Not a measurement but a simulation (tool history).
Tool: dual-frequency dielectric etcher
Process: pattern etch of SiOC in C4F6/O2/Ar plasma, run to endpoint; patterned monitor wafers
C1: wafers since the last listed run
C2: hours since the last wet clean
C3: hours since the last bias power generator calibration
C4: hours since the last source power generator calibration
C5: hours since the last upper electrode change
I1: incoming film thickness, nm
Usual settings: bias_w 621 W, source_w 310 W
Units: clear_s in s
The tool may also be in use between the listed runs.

run 1 hour=0 | bias_w=621 source_w=310 | C1=0 C2=456.9 C3=1779.7 C4=2769.8 C5=2957.1 | I1=43.58 | clear_s=15.4
run 2 hour=27.8 | bias_w=621 source_w=310 | C1=449 C2=484.7 C3=1807.5 C4=2797.6 C5=2984.9 | I1=43.92 | clear_s=15.5
-- hour=115 wet clean of the chamber
run 3 hour=115.5 | bias_w=621 source_w=310 | C1=1030 C2=0.5 C3=1895.2 C4=2885.3 C5=3072.6 | I1=43.94 | clear_s=15.7
run 4 hour=133.2 | bias_w=621 source_w=310 | C1=286 C2=18.2 C3=1912.9 C4=2903 C5=3090.3 | I1=43.67 | clear_s=15.5
run 5 hour=185.6 | bias_w=621 source_w=310 | C1=847 C2=70.6 C3=1965.3 C4=2955.4 C5=3142.7 | I1=43.76 | clear_s=15.4
run 6 hour=214.6 | bias_w=621 source_w=310 | C1=469 C2=99.6 C3=1994.3 C4=2984.4 C5=3171.7 | I1=43.67 | clear_s=15.5
run 7 hour=278.4 | bias_w=621 source_w=310 | C1=1032 C2=163.4 C3=2058.1 C4=3048.2 C5=3235.5 | I1=43.47 | clear_s=15.4
run 8 hour=306.2 | bias_w=621 source_w=310 | C1=449 C2=191.2 C3=2085.9 C4=3076 C5=3263.3 | I1=43.72 | clear_s=15.5
run 9 hour=354.3 | bias_w=621 source_w=310 | C1=778 C2=239.3 C3=2134 C4=3124.1 C5=3311.4 | I1=43.46 | clear_s=15.3
run 10 hour=421 | bias_w=621 source_w=310 | C1=1079 C2=306 C3=2200.7 C4=3190.8 C5=3378.1 | I1=42.99 | clear_s=15.2
run 11 hour=485.2 | bias_w=621 source_w=310 | C1=1038 C2=370.2 C3=2264.9 C4=3255 C5=3442.3 | I1=43.82 | clear_s=15.4
run 12 hour=550.2 | bias_w=621 source_w=310 | C1=1051 C2=435.2 C3=2329.9 C4=3320 C5=3507.3 | I1=43.29 | clear_s=15.4
run 13 hour=617.3 | bias_w=621 source_w=310 | C1=1085 C2=502.3 C3=2397 C4=3387.1 C5=3574.4 | I1=43.98 | clear_s=15.6
run 14 hour=650.6 | bias_w=621 source_w=310 | C1=538 C2=535.6 C3=2430.3 C4=3420.4 C5=3607.7 | I1=43.87 | clear_s=15.6
run 15 hour=674.8 | bias_w=621 source_w=310 | C1=391 C2=559.8 C3=2454.5 C4=3444.6 C5=3631.9 | I1=43.91 | clear_s=15.6
-- hour=727 wet clean of the chamber
run 16 hour=727.5 | bias_w=621 source_w=310 | C1=464 C2=0.5 C3=2507.2 C4=3497.3 C5=3684.6 | I1=43.27 | clear_s=15.3
-- hour=744.8 bias power generator calibrated
run 17 hour=767.6 | bias_w=523 source_w=370 | C1=584 C2=40.6 C3=22.8 C4=3537.4 C5=3724.7 | I1=43.8 | clear_s=16.5
-- hour=794.9 source power generator calibrated
run 18 hour=807.2 | bias_w=621 source_w=310 | C1=576 C2=80.2 C3=62.4 C4=12.3 C5=3764.3 | I1=43.76 | clear_s=15.5
run 19 hour=866.6 | bias_w=489 source_w=360 | C1=961 C2=139.6 C3=121.8 C4=71.7 C5=3823.7 | I1=43.37 | clear_s=17.3
run 20 hour=930.1 | bias_w=749 source_w=340 | C1=1027 C2=203.1 C3=185.3 C4=135.2 C5=3887.2 | I1=43.73 | clear_s=13.5
run 21 hour=960.4 | bias_w=473 source_w=350 | C1=490 C2=233.4 C3=215.6 C4=165.5 C5=3917.5 | I1=43.78 | clear_s=18
-- hour=989.1 upper electrode replaced
run 22 hour=1023.1 | bias_w=568 source_w=260 | C1=626 C2=296.1 C3=278.3 C4=228.2 C5=34 | I1=44.16 | clear_s=17.3
run 23 hour=1069.4 | bias_w=621 source_w=230 | C1=749 C2=342.4 C3=324.6 C4=274.5 C5=80.3 | I1=43.3 | clear_s=16.5
run 24 hour=1099.1 | bias_w=565 source_w=350 | C1=480 C2=372.1 C3=354.3 C4=304.2 C5=110 | I1=43.33 | clear_s=15.7
run 25 hour=1162.3 | bias_w=537 source_w=330 | C1=1022 C2=435.3 C3=417.5 C4=367.4 C5=173.2 | I1=43.38 | clear_s=16.6
run 26 hour=1206.6 | bias_w=621 source_w=310 | C1=716 C2=479.6 C3=461.8 C4=411.7 C5=217.5 | I1=43.75 | clear_s=15.4

The next listed run, before its measurement:
run 27 hour=1353.8 | bias_w=621 source_w=310 | C1=2381 C2=626.8 C3=609 C4=558.9 C5=364.7 | I1=43.45 | clear_s=?

clear_s: 15.4 s
Without the tool's hidden state the same run would have given clear_s 15.4 s.

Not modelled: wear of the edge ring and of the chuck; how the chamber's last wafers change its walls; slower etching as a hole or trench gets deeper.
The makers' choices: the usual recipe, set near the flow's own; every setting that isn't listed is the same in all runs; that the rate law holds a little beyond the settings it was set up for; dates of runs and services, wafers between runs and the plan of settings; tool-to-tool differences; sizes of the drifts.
